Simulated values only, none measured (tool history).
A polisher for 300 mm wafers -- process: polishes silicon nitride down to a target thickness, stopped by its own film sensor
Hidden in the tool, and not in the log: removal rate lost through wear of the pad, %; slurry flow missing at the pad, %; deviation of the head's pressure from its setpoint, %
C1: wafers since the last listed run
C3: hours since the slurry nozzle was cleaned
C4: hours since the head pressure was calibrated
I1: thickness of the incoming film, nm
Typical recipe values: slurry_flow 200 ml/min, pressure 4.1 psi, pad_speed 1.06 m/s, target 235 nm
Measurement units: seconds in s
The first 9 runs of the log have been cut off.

run 10 day=25.058 | slurry_flow=200 pressure=5.1 pad_speed=1.06 target=235 | C1=919 wafers_polished_on_this_pad=2901 C3=94.2 C4=416.3 | I1=369.5 | seconds=51.9
run 11 day=28.158 | slurry_flow=200 pressure=5.1 pad_speed=1.06 target=235 | C1=851 wafers_polished_on_this_pad=3753 C3=168.6 C4=490.7 | I1=365.2 | seconds=53.5
run 12 day=31.858 | slurry_flow=200 pressure=5.1 pad_speed=1.06 target=235 | C1=1016 wafers_polished_on_this_pad=4769 C3=257.4 C4=579.5 | I1=369.5 | seconds=58.3
run 13 day=34.817 | slurry_flow=200 pressure=4.1 pad_speed=1.06 target=207 | C1=812 wafers_polished_on_this_pad=5582 C3=328.4 C4=650.5 | I1=370.9 | seconds=90.5
-- day=37.433 worn pad replaced by a new one
run 14 day=38.512 | slurry_flow=200 pressure=4.1 pad_speed=1.06 target=207 | C1=969 wafers_polished_on_this_pad=296 C3=417.1 C4=739.2 | I1=371.7 | seconds=82.1
-- day=40.217 slurry nozzle cleaned
run 15 day=41.438 | slurry_flow=200 pressure=4.1 pad_speed=1.06 target=207 | C1=792 wafers_polished_on_this_pad=1089 C3=29.3 C4=809.4 | I1=373.4 | seconds=77
run 16 day=43.238 | slurry_flow=200 pressure=4.1 pad_speed=1.06 target=235 | C1=494 wafers_polished_on_this_pad=1583 C3=72.5 C4=852.6 | I1=374.5 | seconds=66.4
run 17 day=47.525 | slurry_flow=200 pressure=4.1 pad_speed=1.06 target=235 | C1=1178 wafers_polished_on_this_pad=2761 C3=175.4 C4=955.5 | I1=365.4 | seconds=63
run 18 day=49.404 | slurry_flow=200 pressure=4.1 pad_speed=1.06 target=235 | C1=516 wafers_polished_on_this_pad=3278 C3=220.5 C4=1000.6 | I1=370.2 | seconds=70.5
run 19 day=50.975 | slurry_flow=200 pressure=5.3 pad_speed=1.06 target=204 | C1=431 wafers_polished_on_this_pad=3709 C3=258.2 C4=1038.3 | I1=366.5 | seconds=65.6
run 20 day=52.788 | slurry_flow=200 pressure=3.1 pad_speed=1.06 target=235 | C1=498 wafers_polished_on_this_pad=4207 C3=301.7 C4=1081.8 | I1=370.4 | seconds=95.9
run 21 day=55.317 | slurry_flow=260 pressure=4.1 pad_speed=1.22 target=235 | C1=694 wafers_polished_on_this_pad=4902 C3=362.4 C4=1142.5 | I1=368.2 | seconds=62.8
-- day=56.554 worn pad replaced by a new one
-- day=58.058 slurry nozzle cleaned
run 22 day=58.825 | slurry_flow=200 pressure=4.1 pad_speed=1.06 target=235 | C1=906 wafers_polished_on_this_pad=612 C3=18.4 C4=1226.7 | I1=366.8 | seconds=61.3
run 23 day=61.254 | slurry_flow=200 pressure=4.1 pad_speed=1.06 target=235 | C1=667 wafers_polished_on_this_pad=1279 C3=76.7 C4=1285 | I1=374.7 | seconds=65.1
run 24 day=63.454 | slurry_flow=200 pressure=4.1 pad_speed=1.06 target=235 | C1=604 wafers_polished_on_this_pad=1884 C3=129.5 C4=1337.8 | I1=371.1 | seconds=65.1
run 25 day=65.329 | slurry_flow=145 pressure=3.1 pad_speed=1.36 target=235 | C1=515 wafers_polished_on_this_pad=2399 C3=174.5 C4=1382.8 | I1=369.4 | seconds=78.9
run 26 day=68.608 | slurry_flow=200 pressure=2.8 pad_speed=1.06 target=215 | C1=901 wafers_polished_on_this_pad=3300 C3=253.2 C4=1461.5 | I1=373.8 | seconds=117.3
-- day=69.438 head pressure recalibrated
run 27 day=70.596 | slurry_flow=230 pressure=4.5 pad_speed=1.06 target=269 | C1=523 wafers_polished_on_this_pad=3823 C3=300.9 C4=27.8 | I1=365.5 | seconds=44.6

Expected results for the next run?
run 28 day=74.838 | slurry_flow=200 pressure=4.1 pad_speed=1.06 target=235 | C1=1165 wafers_polished_on_this_pad=4989 C3=402.7 C4=129.6 | I1=368.2 | seconds=?

{"run 28": {"seconds": 72}}
Had the tool carried no hidden state, the very same run would have given seconds 58.9 s.

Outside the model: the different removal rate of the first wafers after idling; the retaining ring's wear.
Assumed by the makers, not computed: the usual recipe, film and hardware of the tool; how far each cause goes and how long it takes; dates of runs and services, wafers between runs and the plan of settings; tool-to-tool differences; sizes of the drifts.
